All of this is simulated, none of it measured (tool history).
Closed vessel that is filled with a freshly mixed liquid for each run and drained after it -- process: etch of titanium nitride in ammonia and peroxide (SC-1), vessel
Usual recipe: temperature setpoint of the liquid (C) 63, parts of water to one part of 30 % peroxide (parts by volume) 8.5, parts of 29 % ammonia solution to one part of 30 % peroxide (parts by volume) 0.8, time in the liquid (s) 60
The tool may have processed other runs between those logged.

run   hour  temperature setpoint of the liquid (C)  parts of water to one part of 30 % peroxide (parts by volume)  parts of 29 % ammonia solution to one part of 30 % peroxide (parts by volume)  time in the liquid (s)  wafers since the last listed run  hours since the thermometer was replaced  hours since the ammonia flow meter was replaced  hours since the drum of ammonia solution was connected  hours since the gauge calibration  read-back film thickness of the titanium nitride reference wafer, read on the same gauge (nm)  thickness taken off the titanium nitride on a monitor wafer (Å)
  1      0                                      63                                                            8.5                                                                            0.8                      60                                 0                                    1533.2                                           1880.3                                                   420.7                              682.1                                                                                          39.99                                                            169.4
  2   22.4                                      63                                                            8.5                                                                            0.8                      60                              3160                                    1555.6                                           1902.7                                                   443.1                              704.5                                                                                          39.99                                                            169.3
  3   58.3                                      63                                                            8.5                                                                            0.8                      60                              5065                                    1591.5                                           1938.6                                                     479                              740.4                                                                                          39.99                                                            168.1
  4     74                                      60                                                            8.5                                                                            0.8                      60                              2215                                    1607.2                                           1954.3                                                   494.7                              756.1                                                                                          39.99                                                            140.4
  5    108                                      69                                                             10                                                                            0.8                      60                              4797                                    1641.2                                           1988.3                                                   528.7                              790.1                                                                                          39.99                                                              227
  6  132.7                                      69                                                             10                                                                            0.8                      60                              3484                                    1665.9                                             2013                                                   553.4                              814.8                                                                                          39.99                                                              229
  7    151                                      57                                                            8.5                                                                           0.65                      60                              2581                                    1684.2                                           2031.3                                                   571.7                              833.1                                                                                          40.01                                                            112.5
  8  174.4                                      63                                                            8.5                                                                            0.8                      60                              3301                                    1707.6                                           2054.7                                                   595.1                              856.5                                                                                          40.02                                                            170.8
  9  206.6                                      63                                                             10                                                                            0.6                      40                              4543                                    1739.8                                           2086.9                                                   627.3                              888.7                                                                                          39.98                                                            100.5
 10  232.2                                    54.5                                                           11.5                                                                           0.55                      90                              3611                                    1765.4                                           2112.5                                                   652.9                              914.3                                                                                          39.99                                                            119.2
 11  261.8                                      63                                                            8.5                                                                            0.8                      60                              4176                                      1795                                           2142.1                                                   682.5                              943.9                                                                                          40.01                                                            171.9
 12  285.8                                      66                                                            8.5                                                                            0.8                      60                              3386                                      1819                                           2166.1                                                   706.5                              967.9                                                                                          40.01                                                              208
 13  308.2                                      63                                                            8.5                                                                           1.15                      60                              3160                                    1841.4                                           2188.5                                                   728.9                              990.3                                                                                          40.01                                                            183.9
     321.4  -- ammonia flow meter replaced
     337.4  -- thermometer replaced
 14  408.9                                      63                                                            8.5                                                                            0.8                      85                             13925                                      71.5                                             87.5                                                   829.6                               1091                                                                                          39.99                                                              212
 15  429.9                                      63                                                            8.5                                                                            0.8                      60                              2962                                      92.5                                            108.5                                                   850.6                               1112                                                                                          40.01                                                            150.4
     438.6  -- gauge calibrated
 16  452.5                                      70                                                            5.5                                                                            1.1                      90                              3188                                     115.1                                            131.1                                                   873.2                               13.9                                                                                          40.01                                                            441.3
 17  470.6                                      58                                                            8.5                                                                            0.6                      85                              2553                                     133.2                                            149.2                                                   891.3                                 32                                                                                          40.01                                                              148
 18    502                                      63                                                            8.5                                                                           0.55                      60                              4430                                     164.6                                            180.6                                                   922.7                               63.4                                                                                             40                                                            141.6
     513.4  -- new drum of ammonia solution connected
 19  521.9                                      63                                                            8.5                                                                            0.8                      60                              2666                                     184.5                                            200.5                                                     8.5                               83.3                                                                                             40                                                            150.4
 20  556.1                                      63                                                              5                                                                           1.05                      80                              4825                                     218.7                                            234.7                                                    42.7                              117.5                                                                                          39.99                                                              266
 21  579.6                                    53.5                                                              6                                                                            1.2                      30                              3315                                     242.2                                            258.2                                                    66.2                                141                                                                                             40                                                             50.2
 22  608.6                                      70                                                           10.5                                                                            0.7                      30                              4091                                     271.2                                            287.2                                                    95.2                                170                                                                                          39.99                                                              102
 23  662.3                                      63                                                            8.5                                                                            0.8                      60                              7576                                     324.9                                            340.9                                                   148.9                              223.7                                                                                          39.99                                                            152.2
 24  767.9                                      63                                                            8.5                                                                            0.8                      60                             14899                                     430.5                                            446.5                                                   254.5                              329.3                                                                                          40.01                                                            153.9
 25  798.8                                      63                                                             11                                                                            0.8                      60                              4359                                     461.4                                            477.4                                                   285.4                              360.2                                                                                             40                                                            133.8
 26  822.2                                      63                                                            8.5                                                                            0.8                      60                              3301                                     484.8                                            500.8                                                   308.8                              383.6                                                                                          39.99                                                            152.1
 27  855.8                                      63                                                            8.5                                                                            0.8                      60                              4740                                     518.4                                            534.4                                                   342.4                              417.2                                                                                             40                                                            154.3

5 options for the next run, each taken on its own from the tool as it stands now. Forecast them:
  A  856.5                                      63                                                            8.5                                                                            0.8                      60                                98                                     519.1                                            535.1                                                   343.1                              417.9                                                                                              ?                                                                ?
  B  856.5                                      63                                                              5                                                                           0.65                      60                                98                                     519.1                                            535.1                                                   343.1                              417.9                                                                                              ?                                                                ?
  C  856.5                                      54                                                            8.5                                                                            1.2                      60                                98                                     519.1                                            535.1                                                   343.1                              417.9                                                                                              ?                                                                ?
  D  856.5                                      70                                                              7                                                                            0.7                      35                                98                                     519.1                                            535.1                                                   343.1                              417.9                                                                                              ?                                                                ?
  E  856.5                                      70                                                            8.5                                                                            0.5                      40                                98                                     519.1                                            535.1                                                   343.1                              417.9                                                                                              ?                                                                ?

run  read-back film thickness of the titanium nitride reference wafer, read on the same gauge (nm)  thickness taken off the titanium nitride on a monitor wafer (Å)
  A                                                                                             40                                                            153.4
  B                                                                                             40                                                            191.3
  C                                                                                             40                                                             89.8
  D                                                                                             40                                                            149.6
  E                                                                                             40                                                              147
With the hidden condition removed and each run's random variation left untouched, the same runs would have given:
run  thickness taken off the titanium nitride on a monitor wafer (Å)
  A                                                            146.6
  B                                                            182.9
  C                                                             85.7
  D                                                            143.3
  E                                                            140.8
